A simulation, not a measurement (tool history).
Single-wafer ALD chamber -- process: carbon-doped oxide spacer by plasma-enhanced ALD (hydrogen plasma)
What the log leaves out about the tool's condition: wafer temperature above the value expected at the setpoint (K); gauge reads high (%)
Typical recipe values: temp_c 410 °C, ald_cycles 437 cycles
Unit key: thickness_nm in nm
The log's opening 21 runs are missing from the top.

run	hour	temp_c	ald_cycles	wafers since the last listed run	hours since the last thermocouple change	hours since the gauge calibration	read-back reference wafer on the same gauge, thickness_nm	thickness_nm
22	1709.1	410	437	26	1305.4	233.4	22.697	21.646
23	1780.9	416	371	45	1377.2	305.2	22.692	18.086
24	1832.5	403	361	32	1428.8	356.8	22.691	18.248
25	1896.3	404	357	40	1492.6	420.6	22.727	17.908
# hour 1904.6: thermocouple changed; heater temperature recalibrated
26	1945.9	410	437	26	41.3	470.2	22.71	21.944
27	2043.2	410	437	62	138.6	567.5	22.706	22.034
28	2088.1	419	469	28	183.5	612.4	22.708	23.018
29	2172.3	415	402	53	267.7	696.6	22.694	19.993
30	2237	424	437	41	332.4	761.3	22.711	21.184
31	2290.2	402	397	33	385.6	814.5	22.705	20.372
32	2396.5	410	437	67	491.9	920.8	22.703	21.953
33	2458.8	425	359	39	554.2	983.1	22.7	17.314
34	2562	397	437	65	657.4	1086.3	22.693	22.738
35	2667.3	410	437	67	762.7	1191.6	22.669	22.017
36	2832.4	410	437	105	927.8	1356.7	22.674	21.894
37	2898.2	419	478	41	993.6	1422.5	22.701	23.359
38	2955.3	410	437	36	1050.7	1479.6	22.686	21.772
39	3050.9	410	513	60	1146.3	1575.2	22.712	25.616

Below are 4 alternative next runs, each starting from the tool's condition after run 39. Predict each:
A	3052	410	501	0	1147.4	1576.3	?	?
B	3052	422	437	0	1147.4	1576.3	?	?
C	3052	410	490	0	1147.4	1576.3	?	?
D	3052	416	485	0	1147.4	1576.3	?	?

run	read-back reference wafer on the same gauge, thickness_nm	thickness_nm
A	22.734	24.939
B	22.734	21.036
C	22.734	24.392
D	22.734	23.745
The same runs, with their run-to-run variation unchanged, on a tool lacking any hidden condition would have given:
run	thickness_nm
A	25.176
B	21.243
C	24.623
D	23.974

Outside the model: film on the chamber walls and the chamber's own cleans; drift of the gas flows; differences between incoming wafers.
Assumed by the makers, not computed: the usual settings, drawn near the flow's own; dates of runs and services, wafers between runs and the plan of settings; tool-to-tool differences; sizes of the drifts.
